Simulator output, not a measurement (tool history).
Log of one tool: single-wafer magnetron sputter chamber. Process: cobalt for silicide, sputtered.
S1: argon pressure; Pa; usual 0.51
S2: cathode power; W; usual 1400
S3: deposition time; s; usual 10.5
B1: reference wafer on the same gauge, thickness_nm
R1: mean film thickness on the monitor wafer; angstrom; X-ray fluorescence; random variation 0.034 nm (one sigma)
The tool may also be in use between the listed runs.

run	hour	S1	S2	S3	B1	R1
1	0	0.51	1400	10.5	7.225	77.97
2	26.5	0.51	1400	10.5	7.217	77.76
# hour 64.5: sputter target and shields replaced
3	85.7	0.382	1400	10.5	7.216	83.45
4	189.2	0.382	1400	10.5	7.213	83.43
5	218.1	0.382	1400	10.5	7.204	83.62
6	283.1	0.51	1400	10.5	7.202	77.36
7	307.5	0.51	1400	10.5	7.204	77.73
8	375.3	0.51	1400	10.5	7.195	77.45
# hour 398.8: sputter target and shields replaced
9	431.1	0.51	1400	10.5	7.196	77.9
10	485	0.51	1150	10.5	7.194	65.69
11	510.9	0.51	1150	10.5	7.188	66.03
12	552.8	0.51	1150	10.5	7.19	65.68
13	608.2	0.51	1400	10.5	7.186	77.54
14	660.3	0.51	1400	10.5	7.184	77.91
# hour 688.8: sputter target and shields replaced
15	731	0.442	1400	10.5	7.185	81.09
16	763.6	0.416	1400	8.9	7.184	69.52
17	801.2	0.666	1400	8.7	7.184	59.12
# hour 810.6: capacitance manometer re-zeroed and calibrated
# hour 818.8: magnet pack replaced
# hour 824.7: gauge calibrated
18	827.7	0.51	1300	11.1	7.572	80.93
19	877.3	0.382	1400	10.5	7.546	86.7
20	937.9	0.449	1200	10.5	7.506	73.27
# hour 963.3: sputter target and shields replaced
21	1003.8	0.51	1250	10.5	7.478	73.04
22	1058	0.374	1700	12.1	7.446	117.79
23	1118.3	0.324	1100	10.5	7.417	71.83
24	1154.5	0.51	1400	10.5	7.4	79.78
25	1211.7	0.591	1400	12.5	7.388	91.61
# hour 1259.2: sputter target and shields replaced
26	1259.7	0.635	1200	11.1	7.368	69.13
27	1298	0.708	1400	9.1	7.358	61.93
28	1365.3	0.392	1500	9.8	7.337	83.23
29	1391.8	0.412	1750	12	7.33	116.3
30	1460.4	0.51	1400	10.5	7.313	79.73
31	1501.7	0.58	1600	11.5	7.307	93.98

5 ways to go on from here, each from the tool as it stands after run 31. What would each give?
A	1502.1	0.51	1750	10.5	?	?
B	1502.1	0.679	1100	12.1	?	?
C	1502.1	0.51	1300	9.2	?	?
D	1502.1	0.33	1050	9.4	?	?
E	1502.1	0.669	1600	12.5	?	?

run	B1	R1
A	7.3	95.52
B	7.3	67.21
C	7.3	64.34
D	7.3	60.23
E	7.3	96.72
Without the tool's hidden state the same runs would have given:
run	R1
A	98.85
B	69.55
C	66.57
D	62.33
E	100.09
